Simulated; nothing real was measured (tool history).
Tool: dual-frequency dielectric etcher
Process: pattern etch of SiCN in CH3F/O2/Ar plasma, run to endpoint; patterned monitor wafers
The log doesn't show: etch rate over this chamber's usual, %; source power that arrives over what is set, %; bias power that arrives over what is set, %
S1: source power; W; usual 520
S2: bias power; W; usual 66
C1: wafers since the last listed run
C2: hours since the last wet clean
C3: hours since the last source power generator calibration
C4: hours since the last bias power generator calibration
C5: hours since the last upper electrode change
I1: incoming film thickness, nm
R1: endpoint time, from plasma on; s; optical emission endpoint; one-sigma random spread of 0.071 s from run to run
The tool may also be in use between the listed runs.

run	hour	S1	S2	C1	C2	C3	C4	C5	I1	R1
1	0.0	520	71	0	513.9	220.6	2741.8	3147.8	5.71	15.8
2	49.9	520	71	1126	563.8	270.5	2791.7	3197.7	5.71	15.8
# hour 94.0: wet clean of the chamber
3	147.1	520	66	1652	53.1	367.7	2888.9	3294.9	5.64	15.6
4	235.3	520	66	1991	141.3	455.9	2977.1	3383.1	5.69	15.8
5	293.9	520	62	1322	199.9	514.5	3035.7	3441.7	5.68	16.2
6	585.9	520	62	6591	491.9	806.5	3327.7	3733.7	5.71	16.8
7	690.2	520	66	2354	596.2	910.8	3432.0	3838.0	5.76	16.4
# hour 785.8: wet clean of the chamber
8	1003.8	520	66	6537	218.0	1224.4	3745.6	4151.6	5.70	16.1
9	1044.3	520	66	914	258.5	1264.9	3786.1	4192.1	5.70	16.0
10	1095.1	520	66	1146	309.3	1315.7	3836.9	4242.9	5.65	15.9
11	1164.2	520	66	1559	378.4	1384.8	3906.0	4312.0	5.71	16.3
12	1270.0	520	66	2388	484.2	1490.6	4011.8	4417.8	5.69	16.2
# hour 1350.3: wet clean of the chamber
13	1350.8	520	66	1282	0.5	1571.4	4092.6	4498.6	5.73	16.1
14	1403.2	520	66	1182	52.9	1623.8	4145.0	4551.0	5.68	15.8
15	1448.3	520	66	1018	98.0	1668.9	4190.1	4596.1	5.73	16.1
16	1538.4	470	66	2034	188.1	1759.0	4280.2	4686.2	5.74	17.0
17	1716.4	470	66	4018	366.1	1937.0	4458.2	4864.2	5.70	17.1
18	1759.7	470	66	977	409.4	1980.3	4501.5	4907.5	5.72	17.0
# hour 1814.0: upper electrode replaced
19	1826.1	520	66	957	475.8	2046.7	4567.9	12.1	5.72	16.2
20	1911.5	520	60	1927	561.2	2132.1	4653.3	97.5	5.72	17.0
21	1959.0	610	66	1072	608.7	2179.6	4700.8	145.0	5.74	15.4
# hour 1999.7: wet clean of the chamber
22	2026.0	520	70	970	26.3	2246.6	4767.8	212.0	5.68	15.6
23	2075.6	520	66	1119	75.9	2296.2	4817.4	261.6	5.68	16.1
24	2155.7	430	51	1808	156.0	2376.3	4897.5	341.7	5.71	18.8
25	2223.3	570	52	1526	223.6	2443.9	4965.1	409.3	5.78	16.8
26	2298.8	420	76	1704	299.1	2519.4	5040.6	484.8	5.70	17.0
27	2351.2	520	66	1182	351.5	2571.8	5093.0	537.2	5.66	16.2
28	2412.4	630	51	1381	412.7	2633.0	5154.2	598.4	5.73	16.3
29	2472.9	520	66	1365	473.2	2693.5	5214.7	658.9	5.66	16.3
# hour 2486.6: bias power generator calibrated
# hour 2515.8: source power generator calibrated
# hour 2598.1: wet clean of the chamber
30	2598.6	560	53	2115	0.5	82.8	112.0	784.6	5.75	16.4
31	2668.5	630	78	1577	70.4	152.7	181.9	854.5	5.70	13.8
32	2773.8	520	66	2377	175.7	258.0	287.2	959.8	5.73	16.0
33	2879.9	580	66	2395	281.8	364.1	393.3	1065.9	5.74	15.4
34	3035.3	520	66	3508	437.2	519.5	548.7	1221.3	5.68	16.3
# hour 3242.0: wet clean of the chamber
35	3242.5	450	56	4135	0.5	726.7	755.9	1428.5	5.72	18.0
36	3302.7	420	66	1359	60.7	786.9	816.1	1488.7	5.64	17.3

Subtracting, for every run, the result it would have given without the tool's unlogged condition from the measured result gives the following. The same run-to-run variation enters both numbers; the gauge's scatter may not:
run	R1
1	+0.4
2	+0.5
3	+0.1
4	+0.2
5	+0.3
6	+0.6
7	+0.6
8	+0.4
9	+0.4
10	+0.5
11	+0.6
12	+0.6
13	+0.3
14	+0.3
15	+0.3
16	+0.4
17	+0.6
18	+0.7
19	+0.6
20	+0.8
21	+0.7
22	+0.3
23	+0.5
24	+0.6
25	+0.6
26	+0.6
27	+0.7
28	+0.7
29	+0.8
30	+0.0
31	+0.1
32	+0.2
33	+0.4
34	+0.6
35	+0.3
36	+0.3
